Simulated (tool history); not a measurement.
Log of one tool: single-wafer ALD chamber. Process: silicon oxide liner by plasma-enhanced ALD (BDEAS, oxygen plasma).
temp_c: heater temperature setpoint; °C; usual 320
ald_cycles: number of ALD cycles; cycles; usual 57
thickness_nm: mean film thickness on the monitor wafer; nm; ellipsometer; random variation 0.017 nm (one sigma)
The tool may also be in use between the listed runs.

run,day,temp_c,ald_cycles,wafers since the last listed run,hours since the last thermocouple change,hours since the gauge calibration,"read-back reference wafer on the same gauge, thickness_nm",thickness_nm
1,0.000,312,52,0,1859.8,1178.9,5.660,4.810
2,2.996,312,52,379,1931.7,1250.8,5.660,4.802
3,6.717,320,48,471,2021.0,1340.1,5.662,4.389
4,9.717,320,48,379,2093.0,1412.1,5.659,4.393
5,11.446,320,57,219,2134.5,1453.6,5.663,5.198
6,14.988,320,57,448,2219.5,1538.6,5.663,5.198
7,19.396,320,57,558,2325.3,1644.4,5.660,5.194
8,21.233,320,57,232,2369.4,1688.5,5.660,5.161
9,25.654,316,57,559,2475.5,1794.6,5.657,5.196
10,27.421,316,57,223,2517.9,1837.0,5.659,5.237
11,29.954,316,57,320,2578.7,1897.8,5.657,5.216
12,32.825,320,60,363,2647.6,1966.7,5.659,5.456
# day 33.821: thermocouple changed; heater temperature recalibrated
13,35.779,320,60,331,47.0,2037.6,5.665,5.488
14,47.362,320,66,1467,325.0,2315.6,5.653,5.996
15,49.112,320,66,221,367.0,2357.6,5.658,6.007
# day 52.738: gauge calibrated
16,52.825,320,66,470,456.1,2.1,5.659,5.964
17,54.854,320,57,257,504.8,50.8,5.661,5.161
18,57.625,333,60,350,571.3,117.3,5.661,5.337
19,59.812,307,60,277,623.8,169.8,5.653,5.590
20,62.929,320,57,394,698.6,244.6,5.658,5.186
21,64.850,327,60,243,744.7,290.7,5.657,5.414
22,68.292,332,63,435,827.3,373.3,5.658,5.646
23,70.854,320,57,324,888.8,434.8,5.663,5.180
24,73.312,311,63,311,947.8,493.8,5.662,5.817
25,75.254,306,63,245,994.4,540.4,5.658,5.861
26,77.592,320,67,296,1050.5,596.5,5.661,6.081
27,79.771,320,57,276,1102.8,648.8,5.661,5.190
28,82.571,308,57,354,1170.0,716.0,5.659,5.305
29,86.204,320,57,460,1257.2,803.2,5.662,5.174
30,90.958,320,57,602,1371.3,917.3,5.660,5.153
31,94.538,320,68,453,1457.2,1003.2,5.658,6.194
32,97.046,308,57,317,1517.4,1063.4,5.659,5.283
33,98.646,320,49,202,1555.8,1101.8,5.659,4.445
34,101.542,309,57,366,1625.3,1171.3,5.661,5.272

5 ways to go on from here, each from the tool as it stands after run 34. What would each give?
A,101.562,320,51,2,1625.8,1171.8,?,?
B,101.562,330,54,2,1625.8,1171.8,?,?
C,101.562,314,57,2,1625.8,1171.8,?,?
D,101.562,320,47,2,1625.8,1171.8,?,?
E,101.562,309,66,2,1625.8,1171.8,?,?

run,"read-back reference wafer on the same gauge, thickness_nm",thickness_nm
A,5.660,4.640
B,5.660,4.832
C,5.660,5.237
D,5.660,4.276
E,5.660,6.113
Without the tool's hidden state the same runs would have given:
run,thickness_nm
A,4.640
B,4.832
C,5.237
D,4.276
E,6.113
